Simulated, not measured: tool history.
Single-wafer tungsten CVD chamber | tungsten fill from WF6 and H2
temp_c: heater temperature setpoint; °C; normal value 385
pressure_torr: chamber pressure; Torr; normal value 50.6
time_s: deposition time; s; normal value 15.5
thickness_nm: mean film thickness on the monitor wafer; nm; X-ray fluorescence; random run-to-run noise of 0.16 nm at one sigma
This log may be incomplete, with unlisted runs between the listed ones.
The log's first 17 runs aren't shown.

run	hour	temp_c	pressure_torr	time_s	wafers since the last listed run	hours since the last thermocouple change	hours since the last manometer calibration	hours since the showerhead was replaced	hours since the gauge calibration	read-back reference wafer on the same gauge, thickness_nm	thickness_nm
18	230	385	50.6	17	291	48.6	1118.8	149.6	45.6	53.902	50.717
19	239.7	385	60	15.5	235	58.3	1128.5	159.3	55.3	53.867	53.493
# hour 250.8: capacitance manometer re-zeroed and calibrated
20	257.3	394	50.6	15.5	233	75.9	6.5	176.9	72.9	53.906	56.113
21	272.3	385	50.6	15.5	364	90.9	21.5	191.9	87.9	53.924	45.998
22	280.2	385	50.6	15.5	192	98.8	29.4	199.8	95.8	53.913	46.148
23	288.9	381	44	13.5	211	107.5	38.1	208.5	104.5	53.914	31.477
24	303.5	385	50.6	15.5	355	122.1	52.7	223.1	119.1	53.929	45.967
25	320.9	385	50.6	17.2	423	139.5	70.1	240.5	136.5	53.894	50.638
26	338.1	385	50.6	14	418	156.7	87.3	257.7	153.7	53.868	41.382
27	346.2	378	62.2	17.9	197	164.8	95.4	265.8	161.8	53.937	53.851

For run 28, what comes out?
28	359	397	38	18.3	311	177.6	108.2	278.6	174.6	?	?

read-back reference wafer on the same gauge, thickness_nm: 53.905
thickness_nm: 49.321 nm
Minus the tool's unlogged condition, the same run would have read thickness_nm 49.094 nm.
